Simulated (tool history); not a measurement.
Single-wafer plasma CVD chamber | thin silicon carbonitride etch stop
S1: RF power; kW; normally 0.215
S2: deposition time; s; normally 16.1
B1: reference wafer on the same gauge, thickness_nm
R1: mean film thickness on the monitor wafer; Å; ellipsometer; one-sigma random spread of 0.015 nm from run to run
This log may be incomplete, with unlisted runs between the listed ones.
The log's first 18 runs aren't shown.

run 19 hour=216.5 | S1=0.255 S2=14.8 | B1=10.239 | R1=88.67
-- hour=231.5 showerhead replaced
run 20 hour=232.0 | S1=0.215 S2=16.1 | B1=10.230 | R1=92.39
run 21 hour=238.0 | S1=0.175 S2=17.2 | B1=10.230 | R1=93.82
run 22 hour=248.0 | S1=0.245 S2=14.2 | B1=10.240 | R1=84.29
run 23 hour=264.9 | S1=0.185 S2=17.2 | B1=10.228 | R1=95.09
run 24 hour=279.8 | S1=0.215 S2=16.1 | B1=10.229 | R1=92.32
-- hour=298.8 RF generator calibrated
run 25 hour=299.3 | S1=0.215 S2=16.1 | B1=10.224 | R1=94.49
run 26 hour=306.9 | S1=0.235 S2=18.4 | B1=10.228 | R1=110.42
run 27 hour=322.0 | S1=0.215 S2=17.6 | B1=10.226 | R1=103.13
run 28 hour=337.7 | S1=0.215 S2=15.2 | B1=10.232 | R1=89.09
run 29 hour=345.5 | S1=0.215 S2=17.8 | B1=10.228 | R1=104.15
run 30 hour=361.8 | S1=0.215 S2=16.1 | B1=10.227 | R1=94.23
run 31 hour=378.4 | S1=0.190 S2=12.9 | B1=10.224 | R1=73.16

Predict the results of run 32:
run 32 hour=393.4 | S1=0.215 S2=14.7 | B1=? | R1=?

B1: 10.229
R1: 86.18 Å
Without the tool's hidden state the same run would have given R1 86.35 Å.

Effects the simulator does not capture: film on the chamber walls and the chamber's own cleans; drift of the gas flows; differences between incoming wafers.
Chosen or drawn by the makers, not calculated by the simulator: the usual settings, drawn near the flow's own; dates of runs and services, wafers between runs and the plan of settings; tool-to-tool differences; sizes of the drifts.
